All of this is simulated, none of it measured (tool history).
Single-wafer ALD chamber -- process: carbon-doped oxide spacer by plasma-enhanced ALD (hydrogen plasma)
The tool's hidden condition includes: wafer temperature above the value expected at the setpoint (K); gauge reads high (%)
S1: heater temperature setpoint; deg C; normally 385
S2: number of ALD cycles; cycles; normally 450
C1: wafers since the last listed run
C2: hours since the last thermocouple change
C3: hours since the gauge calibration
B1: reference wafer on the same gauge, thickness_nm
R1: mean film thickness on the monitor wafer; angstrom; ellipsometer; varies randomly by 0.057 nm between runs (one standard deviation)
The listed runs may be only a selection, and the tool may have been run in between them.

run,hour,S1,S2,C1,C2,C3,B1,R1
1,0,385,450,0,246.2,699.6,22.655,224.99
# hour 63.8: gauge calibrated
2,70.6,385,450,64,316.8,6.8,22.926,227.33
3,133.5,385,450,57,379.7,69.7,22.875,226.11
4,161.4,380,450,25,407.6,97.6,22.851,226.42
5,201.6,380,450,36,447.8,137.8,22.804,226.32
6,256.7,380,450,50,502.9,192.9,22.784,226.73
7,328.1,385,450,65,574.3,264.3,22.732,224.17
8,364.2,385,450,32,610.4,300.4,22.719,225.6
9,403.7,385,450,36,649.9,339.9,22.688,224.55
10,437,377,418,30,683.2,373.2,22.682,208.02
11,461.9,377,418,22,708.1,398.1,22.677,208.07
12,494.2,385,450,29,740.4,430.4,22.671,224.46
13,534.5,385,493,36,780.7,470.7,22.654,244.75
14,567.6,385,450,30,813.8,503.8,22.653,224.7
15,637.1,385,450,63,883.3,573.3,22.643,225.43
16,680.7,385,450,39,926.9,616.9,22.637,224.67
17,734.5,385,450,49,980.7,670.7,22.619,223.65
18,804.2,391,384,63,1050.4,740.4,22.619,191.06
19,909.3,379,509,95,1155.5,845.5,22.62,252.55
# hour 909.4: gauge calibrated
# hour 935.6: thermocouple changed; heater temperature recalibrated
20,955.6,379,418,34,20,46.2,22.852,210.6
21,1017.3,385,450,56,81.7,107.9,22.803,225.95
22,1073,385,450,50,137.4,163.6,22.75,225.55
23,1097,380,379,21,161.4,187.6,22.742,189.76
24,1149.8,385,370,48,214.2,240.4,22.713,184.51
25,1191.1,393,390,37,255.5,281.7,22.692,195.15
26,1227.2,379,486,32,291.6,317.8,22.674,241.81
27,1275.9,372,384,44,340.3,366.5,22.663,190.93
28,1308.6,379,369,29,373,399.2,22.653,183.53
29,1339.7,385,450,28,404.1,430.3,22.627,223.89
30,1366.3,385,450,24,430.7,456.9,22.628,224.29
31,1423.3,375,488,52,487.7,513.9,22.629,243.13
32,1456.9,385,511,30,521.3,547.5,22.609,254.57
33,1497.7,385,450,37,562.1,588.3,22.6,223.8
34,1540.2,397,483,38,604.6,630.8,22.603,240.94

Forecast each of these 3 alternatives for the next run:
A,1541.3,385,450,1,605.7,631.9,?,?
B,1541.3,385,530,1,605.7,631.9,?,?
C,1541.3,374,371,1,605.7,631.9,?,?

run,B1,R1
A,22.593,224.22
B,22.593,264.09
C,22.593,184.86
Without the tool's unlogged condition, the same runs would have read:
run,R1
A,227.23
B,267.62
C,187.33
